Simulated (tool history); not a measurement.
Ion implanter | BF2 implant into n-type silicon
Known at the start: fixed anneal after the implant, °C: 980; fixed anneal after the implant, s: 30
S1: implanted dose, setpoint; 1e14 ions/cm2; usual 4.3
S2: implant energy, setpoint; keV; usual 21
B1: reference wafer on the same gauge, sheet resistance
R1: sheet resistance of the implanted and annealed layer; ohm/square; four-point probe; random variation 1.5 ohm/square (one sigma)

| run | hour | S1 | S2 | B1 | R1 |
|---|---|---|---|---|---|
| 1 | 0 | 4.3 | 26 | 268 | 283.43 |
| 2 | 52.4 | 4.3 | 26 | 269.14 | 282.23 |
| 3 | 115.8 | 4.3 | 23.5 | 268.55 | 286.58 |
| 4 | 140.9 | 4.3 | 23.5 | 268.99 | 288.4 |
| 5 | 202.1 | 4.3 | 23.5 | 269.37 | 289.51 |
| 6 | 253.1 | 4.3 | 21 | 271.23 | 294.99 |
| 7 | 306.4 | 4.3 | 21 | 271.71 | 297.13 |
| 8 | 338.8 | 4.3 | 21 | 271.77 | 301.49 |
| 9 | 397.2 | 5.2 | 21 | 272.67 | 266.28 |
| 10 | 450.4 | 5.2 | 21 | 273.72 | 267.2 |
|  | 482.2 | extraction supply calibrated |
| 11 | 500.8 | 4.3 | 21 | 274.92 | 300.81 |
| 12 | 543 | 4.3 | 21 | 275.47 | 298.4 |
| 13 | 608 | 4.3 | 21 | 277.57 | 303.26 |
|  | 617.6 | gauge calibrated |
| 14 | 665.2 | 4.3 | 21 | 266.22 | 291.13 |
| 15 | 709.1 | 4.3 | 21 | 266.72 | 293.31 |
| 16 | 770.1 | 4.3 | 21 | 266.96 | 294.4 |
| 17 | 828.3 | 3.56 | 21 | 267.11 | 334.33 |
| 18 | 877.6 | 4.3 | 21 | 267.48 | 294.5 |
| 19 | 906.9 | 4.73 | 19 | 266.9 | 280.99 |

Forecast run 20:
|  | 943.8 | Faraday cup replaced and dose calibrated |
| 20 | 970.3 | 3.22 | 28 | ? | ? |

Run 20 gave B1 268.56, R1 354.18 ohm/square.
Without the tool's hidden state the same run would have given R1 352.6 ohm/square.
